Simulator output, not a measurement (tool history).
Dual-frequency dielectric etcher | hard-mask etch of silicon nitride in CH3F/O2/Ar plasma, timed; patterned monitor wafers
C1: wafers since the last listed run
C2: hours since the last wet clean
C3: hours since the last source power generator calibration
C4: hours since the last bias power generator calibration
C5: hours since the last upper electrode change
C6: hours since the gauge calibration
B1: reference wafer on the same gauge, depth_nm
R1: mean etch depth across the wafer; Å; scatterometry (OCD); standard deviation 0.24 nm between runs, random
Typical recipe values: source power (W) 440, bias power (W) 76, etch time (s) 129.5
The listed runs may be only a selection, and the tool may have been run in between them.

{"run": 1, "day": 0.0, "source power (W)": 440, "bias power (W)": 76, "etch time (s)": 129.5, "C1": 0, "C2": 541.9, "C3": 4571.9, "C4": 2484.6, "C5": 2999.4, "C6": 318.2, "B1": 75.3, "R1": 909}
{"run": 2, "day": 0.638, "source power (W)": 370, "bias power (W)": 76, "etch time (s)": 129.5, "C1": 84, "C2": 557.2, "C3": 4587.2, "C4": 2499.9, "C5": 3014.7, "C6": 333.5, "B1": 75.2, "R1": 822}
{"run": 3, "day": 1.133, "source power (W)": 370, "bias power (W)": 76, "etch time (s)": 129.5, "C1": 65, "C2": 569.1, "C3": 4599.1, "C4": 2511.8, "C5": 3026.6, "C6": 345.4, "B1": 75.3, "R1": 821}
{"day": 2.171, "done": "wet clean of the chamber"}
{"run": 4, "day": 2.192, "source power (W)": 440, "bias power (W)": 76, "etch time (s)": 129.5, "C1": 7, "C2": 0.5, "C3": 4624.5, "C4": 2537.2, "C5": 3052, "C6": 370.8, "B1": 75.3, "R1": 905}
{"run": 5, "day": 2.208, "source power (W)": 440, "bias power (W)": 76, "etch time (s)": 129.5, "C1": 2, "C2": 0.9, "C3": 4624.9, "C4": 2537.6, "C5": 3052.4, "C6": 371.2, "B1": 75.4, "R1": 911}
{"run": 6, "day": 2.692, "source power (W)": 440, "bias power (W)": 76, "etch time (s)": 129.5, "C1": 64, "C2": 12.5, "C3": 4636.5, "C4": 2549.2, "C5": 3064, "C6": 382.8, "B1": 75.3, "R1": 912}
{"run": 7, "day": 3.021, "source power (W)": 440, "bias power (W)": 76, "etch time (s)": 129.5, "C1": 43, "C2": 20.4, "C3": 4644.4, "C4": 2557.1, "C5": 3071.9, "C6": 390.7, "B1": 75.3, "R1": 910}
{"run": 8, "day": 3.733, "source power (W)": 440, "bias power (W)": 76, "etch time (s)": 129.5, "C1": 94, "C2": 37.5, "C3": 4661.5, "C4": 2574.2, "C5": 3089, "C6": 407.8, "B1": 75.4, "R1": 911}
{"run": 9, "day": 4.046, "source power (W)": 440, "bias power (W)": 88, "etch time (s)": 129.5, "C1": 41, "C2": 45, "C3": 4669, "C4": 2581.7, "C5": 3096.5, "C6": 415.3, "B1": 75.3, "R1": 959}
{"run": 10, "day": 5.708, "source power (W)": 540, "bias power (W)": 76, "etch time (s)": 129.5, "C1": 221, "C2": 84.9, "C3": 4708.9, "C4": 2621.6, "C5": 3136.4, "C6": 455.2, "B1": 75.3, "R1": 1018}
{"run": 11, "day": 6.075, "source power (W)": 500, "bias power (W)": 60, "etch time (s)": 105.5, "C1": 48, "C2": 93.7, "C3": 4717.7, "C4": 2630.4, "C5": 3145.2, "C6": 464, "B1": 75.3, "R1": 735}
{"run": 12, "day": 6.467, "source power (W)": 440, "bias power (W)": 94, "etch time (s)": 129.5, "C1": 52, "C2": 103.1, "C3": 4727.1, "C4": 2639.8, "C5": 3154.6, "C6": 473.4, "B1": 75.2, "R1": 982}
{"run": 13, "day": 6.904, "source power (W)": 500, "bias power (W)": 64, "etch time (s)": 129.5, "C1": 58, "C2": 113.6, "C3": 4737.6, "C4": 2650.3, "C5": 3165.1, "C6": 483.9, "B1": 75.3, "R1": 920}
{"run": 14, "day": 7.65, "source power (W)": 540, "bias power (W)": 87, "etch time (s)": 129.5, "C1": 99, "C2": 131.5, "C3": 4755.5, "C4": 2668.2, "C5": 3183, "C6": 501.8, "B1": 75.3, "R1": 1064}
{"day": 8.133, "done": "gauge calibrated"}
{"day": 8.938, "done": "bias power generator calibrated"}
{"day": 9.558, "done": "upper electrode replaced"}
{"run": 15, "day": 9.579, "source power (W)": 440, "bias power (W)": 90, "etch time (s)": 150, "C1": 152, "C2": 177.8, "C3": 4801.8, "C4": 15.4, "C5": 0.5, "C6": 34.7, "B1": 75.3, "R1": 1118}
{"run": 16, "day": 9.596, "source power (W)": 440, "bias power (W)": 81, "etch time (s)": 129.5, "C1": 2, "C2": 178.2, "C3": 4802.2, "C4": 15.8, "C5": 0.9, "C6": 35.1, "B1": 75.4, "R1": 934}
{"run": 17, "day": 10.104, "source power (W)": 490, "bias power (W)": 67, "etch time (s)": 129.5, "C1": 67, "C2": 190.4, "C3": 4814.4, "C4": 28, "C5": 13.1, "C6": 47.3, "B1": 75.3, "R1": 931}
{"run": 18, "day": 10.604, "source power (W)": 440, "bias power (W)": 76, "etch time (s)": 102, "C1": 66, "C2": 202.4, "C3": 4826.4, "C4": 40, "C5": 25.1, "C6": 59.3, "B1": 75.3, "R1": 717}
{"run": 19, "day": 11.083, "source power (W)": 440, "bias power (W)": 68, "etch time (s)": 129.5, "C1": 63, "C2": 213.9, "C3": 4837.9, "C4": 51.5, "C5": 36.6, "C6": 70.8, "B1": 75.3, "R1": 875}
{"run": 20, "day": 11.704, "source power (W)": 440, "bias power (W)": 65, "etch time (s)": 162.5, "C1": 82, "C2": 228.8, "C3": 4852.8, "C4": 66.4, "C5": 51.5, "C6": 85.7, "B1": 75.3, "R1": 1086}
{"day": 12.5, "done": "source power generator calibrated"}
{"run": 21, "day": 13.171, "source power (W)": 440, "bias power (W)": 76, "etch time (s)": 129.5, "C1": 172, "C2": 264, "C3": 16.1, "C4": 101.6, "C5": 86.7, "C6": 120.9, "B1": 75.4, "R1": 909}
{"run": 22, "day": 13.733, "source power (W)": 440, "bias power (W)": 90, "etch time (s)": 150, "C1": 74, "C2": 277.5, "C3": 29.6, "C4": 115.1, "C5": 100.2, "C6": 134.4, "B1": 75.3, "R1": 1114}
{"run": 23, "day": 14.192, "source power (W)": 400, "bias power (W)": 94, "etch time (s)": 129.5, "C1": 60, "C2": 288.5, "C3": 40.6, "C4": 126.1, "C5": 111.2, "C6": 145.4, "B1": 75.2, "R1": 932}
{"run": 24, "day": 14.658, "source power (W)": 440, "bias power (W)": 76, "etch time (s)": 129.5, "C1": 62, "C2": 299.7, "C3": 51.8, "C4": 137.3, "C5": 122.4, "C6": 156.6, "B1": 75.2, "R1": 912}
{"run": 25, "day": 15.392, "source power (W)": 440, "bias power (W)": 76, "etch time (s)": 129.5, "C1": 97, "C2": 317.3, "C3": 69.4, "C4": 154.9, "C5": 140, "C6": 174.2, "B1": 75.4, "R1": 908}
{"run": 26, "day": 16.142, "source power (W)": 530, "bias power (W)": 65, "etch time (s)": 159.5, "C1": 99, "C2": 335.3, "C3": 87.4, "C4": 172.9, "C5": 158, "C6": 192.2, "B1": 75.4, "R1": 1177}
{"run": 27, "day": 16.758, "source power (W)": 480, "bias power (W)": 66, "etch time (s)": 129.5, "C1": 82, "C2": 350.1, "C3": 102.2, "C4": 187.7, "C5": 172.8, "C6": 207, "B1": 75.3, "R1": 911}
{"run": 28, "day": 17.404, "source power (W)": 440, "bias power (W)": 91, "etch time (s)": 151, "C1": 85, "C2": 365.6, "C3": 117.7, "C4": 203.2, "C5": 188.3, "C6": 222.5, "B1": 75.3, "R1": 1127}
{"run": 29, "day": 17.704, "source power (W)": 390, "bias power (W)": 82, "etch time (s)": 104.5, "C1": 39, "C2": 372.8, "C3": 124.9, "C4": 210.4, "C5": 195.5, "C6": 229.7, "B1": 75.3, "R1": 701}

What if the next run were any one of these 5? Each begins from the tool's condition after run 29:
{"run": "A", "day": 17.725, "source power (W)": 440, "bias power (W)": 76, "etch time (s)": 160, "C1": 2, "C2": 373.3, "C3": 125.4, "C4": 210.9, "C5": 196, "C6": 230.2, "B1": "?", "R1": "?"}
{"run": "B", "day": 17.725, "source power (W)": 440, "bias power (W)": 63, "etch time (s)": 103.5, "C1": 2, "C2": 373.3, "C3": 125.4, "C4": 210.9, "C5": 196, "C6": 230.2, "B1": "?", "R1": "?"}
{"run": "C", "day": 17.725, "source power (W)": 440, "bias power (W)": 58, "etch time (s)": 129.5, "C1": 2, "C2": 373.3, "C3": 125.4, "C4": 210.9, "C5": 196, "C6": 230.2, "B1": "?", "R1": "?"}
{"run": "D", "day": 17.725, "source power (W)": 510, "bias power (W)": 66, "etch time (s)": 129.5, "C1": 2, "C2": 373.3, "C3": 125.4, "C4": 210.9, "C5": 196, "C6": 230.2, "B1": "?", "R1": "?"}
{"run": "E", "day": 17.725, "source power (W)": 370, "bias power (W)": 71, "etch time (s)": 102, "C1": 2, "C2": 373.3, "C3": 125.4, "C4": 210.9, "C5": 196, "C6": 230.2, "B1": "?", "R1": "?"}

run=A B1=75.3 R1=1128
run=B B1=75.3 R1=685
run=C B1=75.3 R1=835
run=D B1=75.3 R1=945
run=E B1=75.3 R1=634
The same runs, with their run-to-run variation unchanged, on a tool lacking any hidden condition would have given:
run=A R1=1128
run=B R1=685
run=C R1=835
run=D R1=945
run=E R1=634
